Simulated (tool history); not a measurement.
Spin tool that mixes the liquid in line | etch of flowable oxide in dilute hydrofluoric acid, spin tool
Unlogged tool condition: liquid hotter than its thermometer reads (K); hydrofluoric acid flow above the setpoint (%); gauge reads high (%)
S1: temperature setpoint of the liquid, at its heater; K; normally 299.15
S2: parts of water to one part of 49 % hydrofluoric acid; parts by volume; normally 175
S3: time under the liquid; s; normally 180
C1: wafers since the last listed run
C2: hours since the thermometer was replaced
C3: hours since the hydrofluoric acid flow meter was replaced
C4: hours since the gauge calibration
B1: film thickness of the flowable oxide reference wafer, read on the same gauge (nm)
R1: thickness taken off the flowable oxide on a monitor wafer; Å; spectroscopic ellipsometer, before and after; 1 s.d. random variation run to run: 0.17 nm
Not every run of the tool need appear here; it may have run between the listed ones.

run	hour	S1	S2	S3	C1	C2	C3	C4	B1	R1
1	0	299.15	175	180	0	2007.7	644.9	427.3	70	329.4
2	59.9	296.65	175	180	423	2067.6	704.8	487.2	70.02	298.9
3	90.4	299.15	175	180	215	2098.1	735.3	517.7	70	328.2
4	129.5	299.15	175	180	276	2137.2	774.4	556.8	70	331.2
5	159.2	299.15	175	95	209	2166.9	804.1	586.5	70.01	174.8
6	186.2	299.15	175	95	190	2193.9	831.1	613.5	70.02	173.4
7	246.3	299.15	175	95	424	2254	891.2	673.6	70.02	173
# hour 253: gauge calibrated
8	282.7	299.15	175	230	257	2290.4	927.6	29.7	70.01	423.1
# hour 300.1: hydrofluoric acid flow meter replaced
9	343.3	302.65	125	250	421	2351	43.2	90.3	69.99	813.2
# hour 407.2: hydrofluoric acid flow meter replaced, repeated, since the last time left the tool worse
10	415.1	294.65	235	105	500	2422.8	7.9	162.1	70.01	107.8
# hour 469.6: thermometer replaced
11	480.7	294.15	245	85	456	11.1	73.5	227.7	70	82.6
12	583	299.15	175	180	722	113.4	175.8	330	70	317.5
13	622	299.15	150	180	275	152.4	214.8	369	70	381.8
14	689.6	295.15	240	210	477	220	282.4	436.6	70.01	219.3
15	760.8	297.15	250	265	503	291.2	353.6	507.8	70	283.3

Difference, measured minus no-hidden-state, one row per run. Run-to-run variation is common to both terms; the gauge's own scatter need not be:
run	R1
1	+12.8
2	+12.4
3	+14.3
4	+15
5	+8.3
6	+8.4
7	+8.9
8	+22.6
9	+75.2
10	+0.3
11	+0.5
12	+3.7
13	+5.2
14	+4
15	+6.3

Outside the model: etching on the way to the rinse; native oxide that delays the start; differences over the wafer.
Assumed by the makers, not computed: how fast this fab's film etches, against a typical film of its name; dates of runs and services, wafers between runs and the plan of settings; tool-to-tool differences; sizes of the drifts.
